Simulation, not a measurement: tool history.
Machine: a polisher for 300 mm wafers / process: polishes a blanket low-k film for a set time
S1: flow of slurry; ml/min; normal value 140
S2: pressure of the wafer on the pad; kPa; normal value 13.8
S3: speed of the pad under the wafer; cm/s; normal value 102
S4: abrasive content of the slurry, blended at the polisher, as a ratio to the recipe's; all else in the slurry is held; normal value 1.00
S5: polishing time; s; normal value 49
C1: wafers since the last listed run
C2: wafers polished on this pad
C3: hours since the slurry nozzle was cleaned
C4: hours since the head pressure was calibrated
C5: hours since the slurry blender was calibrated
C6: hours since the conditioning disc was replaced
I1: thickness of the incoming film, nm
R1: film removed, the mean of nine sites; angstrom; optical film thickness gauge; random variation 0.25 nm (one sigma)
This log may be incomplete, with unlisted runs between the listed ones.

run,hour,S1,S2,S3,S4,S5,C1,C2,C3,C4,C5,C6,I1,R1
1,0.0,140,13.8,120,1.00,49,0,395,405.3,145.5,54.1,9.3,799.3,273
# hour 8.5: slurry nozzle cleaned
2,53.7,140,11.7,102,1.00,56,418,814,45.2,199.2,107.8,63.0,778.0,240
3,85.3,120,13.8,138,1.00,49,251,1065,76.8,230.8,139.4,94.6,796.3,286
4,260.8,140,13.8,102,1.00,49,1394,2459,252.3,406.3,314.9,270.1,784.9,241
5,330.5,140,13.8,102,1.00,49,553,3013,322.0,476.0,384.6,339.8,778.7,237
# hour 379.8: worn pad replaced by a new one
6,386.4,140,13.8,130,0.80,49,412,52,377.9,531.9,440.5,395.7,783.5,242
7,424.8,190,17.9,102,1.25,40,305,357,416.3,570.3,478.9,434.1,792.0,289
# hour 433.4: conditioning disc replaced and pad reconditioned
8,457.9,170,13.8,112,1.10,61,247,604,449.4,603.4,512.0,24.5,784.3,337
# hour 462.0: slurry nozzle cleaned
# hour 472.4: slurry blender recalibrated
9,520.5,140,16.5,68,0.85,36,473,1078,58.5,666.0,48.1,87.1,778.3,151
10,574.0,140,9.7,102,1.15,62,425,1503,112.0,719.5,101.6,140.6,777.6,231
11,616.3,165,13.8,102,1.00,49,336,1839,154.3,761.8,143.9,182.9,782.3,249
12,764.5,120,9.7,102,0.80,58,1177,3017,302.5,910.0,292.1,331.1,781.6,168
# hour 791.4: worn pad replaced by a new one
13,795.3,115,13.8,102,0.75,43,212,30,333.3,940.8,322.9,361.9,778.0,167
# hour 889.6: slurry nozzle cleaned
14,936.9,105,9.7,102,1.00,32,1117,1148,47.3,1082.4,464.5,503.5,780.5,100
# hour 954.2: conditioning disc replaced and pad reconditioned
# hour 966.8: slurry blender recalibrated
15,969.3,140,13.8,68,1.00,49,225,1373,79.7,1114.8,2.5,15.1,794.5,189
16,1005.8,140,17.2,116,0.80,49,290,1663,116.2,1151.3,39.0,51.6,781.8,290
17,1049.9,140,15.2,66,1.00,54,350,2014,160.3,1195.4,83.1,95.7,791.9,222
# hour 1085.0: head pressure recalibrated
18,1183.1,190,17.9,102,1.25,40,1042,3056,293.5,98.1,216.3,228.9,801.4,298
19,1225.3,140,13.8,102,1.00,49,335,3392,335.7,140.3,258.5,271.1,775.6,242
20,1250.6,110,17.9,102,0.90,53,201,3593,361.0,165.6,283.8,296.4,792.6,305
# hour 1278.3: worn pad replaced by a new one
# hour 1304.5: slurry nozzle cleaned
21,1319.4,140,13.8,80,0.70,49,506,318,14.9,234.4,352.6,365.2,775.8,164
22,1364.4,140,13.8,88,1.00,56,357,676,59.9,279.4,397.6,410.2,788.9,244
# hour 1379.8: slurry blender recalibrated
23,1411.8,140,13.8,102,1.20,49,360,1037,107.3,326.8,32.0,457.6,786.6,264
24,1453.9,140,13.8,116,1.00,49,334,1371,149.4,368.9,74.1,499.7,787.3,265

What if the next run were any one of these 5? Each begins from the tool's condition after run 24:
A,1454.3,140,9.7,102,1.00,49,3,1374,149.8,369.3,74.5,500.1,801.1,?
B,1454.3,140,13.8,102,1.00,62,3,1374,149.8,369.3,74.5,500.1,801.1,?
C,1454.3,140,16.5,102,1.00,49,3,1374,149.8,369.3,74.5,500.1,801.1,?
D,1454.3,140,13.8,138,0.85,49,3,1374,149.8,369.3,74.5,500.1,801.1,?
E,1454.3,140,16.5,72,1.30,57,3,1374,149.8,369.3,74.5,500.1,801.1,?

run,R1
A,171
B,310
C,294
D,274
E,310
With the hidden condition removed and each run's random variation left untouched, the same runs would have given:
run,R1
A,173
B,312
C,296
D,277
E,312
